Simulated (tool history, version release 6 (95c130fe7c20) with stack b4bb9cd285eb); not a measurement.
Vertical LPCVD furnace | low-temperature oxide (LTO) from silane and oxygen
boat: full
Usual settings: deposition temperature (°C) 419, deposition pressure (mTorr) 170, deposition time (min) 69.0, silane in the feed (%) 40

run	day	deposition temperature (°C)	deposition pressure (mTorr)	deposition time (min)	silane in the feed (%)	read-back reference wafer on the same gauge, thickness	film thickness on the monitor wafer in the middle of the boat (nm)
1	0.000	419	140	69.0	40	476.92	483.78
2	3.196	419	170	85.0	40	477.06	722.22
3	5.121	419	185	69.0	34	476.83	522.81
4	8.304	419	185	69.0	34	477.19	521.16
5	11.412	419	185	69.0	34	477.06	520.08
6	15.762	415	170	69.0	40	477.19	557.45
7	17.612	419	170	58.0	40	477.41	490.12
# day 18.208: gauge calibrated
8	20.038	419	170	58.0	40	476.60	489.85
9	24.138	423	170	69.0	44	477.15	671.59
10	25.975	423	170	69.0	44	477.64	669.88
11	34.592	419	170	69.0	40	477.14	578.01
# day 35.738: thermocouples replaced and temperature profile calibrated
12	37.404	419	170	69.0	40	476.84	578.96
13	40.308	419	170	69.0	40	477.28	578.13
14	43.979	419	170	83.5	40	477.50	698.96
15	46.121	419	170	69.0	40	476.52	578.53
# day 49.458: pressure gauge zeroed
16	50.458	430	170	61.5	47	476.55	676.58
17	52.933	419	210	69.0	37	477.14	648.80
18	55.371	419	170	69.0	40	477.07	576.04
# day 59.146: silane flow controller replaced
19	59.638	423	155	94.0	35	476.94	648.14
20	63.871	419	170	84.5	40	476.99	719.89
21	66.392	419	170	69.0	38	476.53	554.12
22	68.458	409	155	60.0	40	477.30	419.47
23	69.971	413	130	53.0	42	476.63	342.34
24	73.917	419	200	53.5	40	477.74	533.33
25	76.879	419	180	69.0	40	476.96	617.54
26	78.775	419	170	69.0	40	477.01	583.39
27	82.883	419	140	60.5	42	477.17	446.46
28	85.246	419	170	69.0	40	476.56	582.55
29	89.571	419	155	69.0	40	476.61	530.79
30	91.200	411	185	58.0	33	477.09	385.97
31	94.958	419	170	69.0	47	476.87	690.68

4 ways to go on from here, each from the tool as it stands after run 31. What would each give?
A	95.196	419	170	43.5	40	?	?
B	95.196	419	170	44.0	40	?	?
C	95.196	419	130	81.0	34	?	?
D	95.196	413	170	69.0	40	?	?

run	read-back reference wafer on the same gauge, thickness	film thickness on the monitor wafer in the middle of the boat (nm)
A	476.45	366.67
B	476.45	370.89
C	476.45	427.05
D	476.45	546.48
Without the tool's hidden state the same runs would have given:
run	film thickness on the monitor wafer in the middle of the boat (nm)
A	370.02
B	374.27
C	432.01
D	551.55
